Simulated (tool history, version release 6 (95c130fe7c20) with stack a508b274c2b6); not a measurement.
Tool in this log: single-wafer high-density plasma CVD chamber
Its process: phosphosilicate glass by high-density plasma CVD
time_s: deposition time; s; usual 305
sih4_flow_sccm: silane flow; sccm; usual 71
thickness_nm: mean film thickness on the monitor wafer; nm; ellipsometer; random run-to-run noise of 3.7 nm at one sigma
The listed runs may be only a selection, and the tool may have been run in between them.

run,hour,time_s,sih4_flow_sccm,wafers since the last listed run,hours since the silane flow controller was replaced,hours since the gauge calibration,"read-back reference wafer on the same gauge, thickness_nm",thickness_nm
1,0,305,71,0,2283.3,37,1709.34,1868.268
2,6.4,305,71,53,2289.7,43.4,1708.12,1865.13
3,12.6,305,71,51,2295.9,49.6,1710.953,1866.796
4,30.2,305,71,146,2313.5,67.2,1708.866,1864.614
5,39,305,71,73,2322.3,76,1709.701,1862.578
6,45.3,305,71,52,2328.6,82.3,1711.728,1861.748
7,51.4,305,77,50,2334.7,88.4,1711.365,2023.148
8,66.9,305,71,128,2350.2,103.9,1711.676,1866.385
9,82.4,321,71,128,2365.7,119.4,1710.571,1964.438
10,94.4,350,71,99,2377.7,131.4,1709.273,2130.183
11,106.8,350,71,103,2390.1,143.8,1710.011,2145.342
12,123.6,305,71,139,2406.9,160.6,1709.373,1859.789
13,131.4,305,71,64,2414.7,168.4,1710.595,1866.019
14,144,305,71,104,2427.3,181,1710.868,1862.348
15,161.4,305,74,144,2444.7,198.4,1709.58,1933.365
16,174.5,305,71,109,2457.8,211.5,1709.661,1858.614
17,182,305,71,62,2465.3,219,1709.743,1866.905
18,197.5,305,71,128,2480.8,234.5,1710.416,1859.946
19,206.7,305,71,76,2490,243.7,1711.353,1868.451
20,216.5,264,71,81,2499.8,253.5,1710.228,1613.587
21,229.8,305,62,110,2513.1,266.8,1708,1620.492
22,242.1,351,63,102,2525.4,279.1,1709.236,1897.482
# hour 254.3: gauge calibrated
23,259.9,257,79,148,2543.2,5.6,1710.43,1736.671
24,267.9,305,71,66,2551.2,13.6,1708.773,1848.706
25,284.1,305,71,134,2567.4,29.8,1710.695,1852.771
26,298.2,324,63,117,2581.5,43.9,1710.066,1748.74
27,304.6,274,77,53,2587.9,50.3,1708.595,1806.48
28,316.5,249,81,99,2599.8,62.2,1710.798,1725.078
# hour 346.5: silane flow controller replaced
29,355.7,305,71,259,9.2,101.4,1710.406,1948.638
30,373,353,81,143,26.5,118.7,1709.63,2576.464
31,386.6,246,81,113,40.1,132.3,1711.234,1793.377
32,403.3,305,80,138,56.8,149,1709.469,2189.405
33,414.1,359,75,89,67.6,159.8,1711.627,2421.067
34,423.6,343,63,79,77.1,169.3,1708.887,1940.901
35,436.3,268,58,105,89.8,182,1710.627,1397.492
36,442.3,321,77,49,95.8,188,1710.62,2225.719
37,459.4,268,71,142,112.9,205.1,1710.445,1706.642
38,476.2,276,59,139,129.7,221.9,1710.375,1458.052

Give the tool's hidden conditions for every run:
gauge reads high (%): 0, the same for each run
H1: delivered silane flow above the setpoint (%)
run,H1
1,-4.22
2,-4.23
3,-4.24
4,-4.28
5,-4.29
6,-4.31
7,-4.32
8,-4.35
9,-4.38
10,-4.4
11,-4.43
12,-4.46
13,-4.47
14,-4.5
15,-4.53
16,-4.56
17,-4.57
18,-4.6
19,-4.62
20,-4.64
21,-4.67
22,-4.69
23,-4.72
24,-4.74
25,-4.77
26,-4.8
27,-4.81
28,-4.83
29,0.0255
30,-0.00823
31,-0.0347
32,-0.0672
33,-0.0883
34,-0.107
35,-0.131
36,-0.143
37,-0.176
38,-0.209
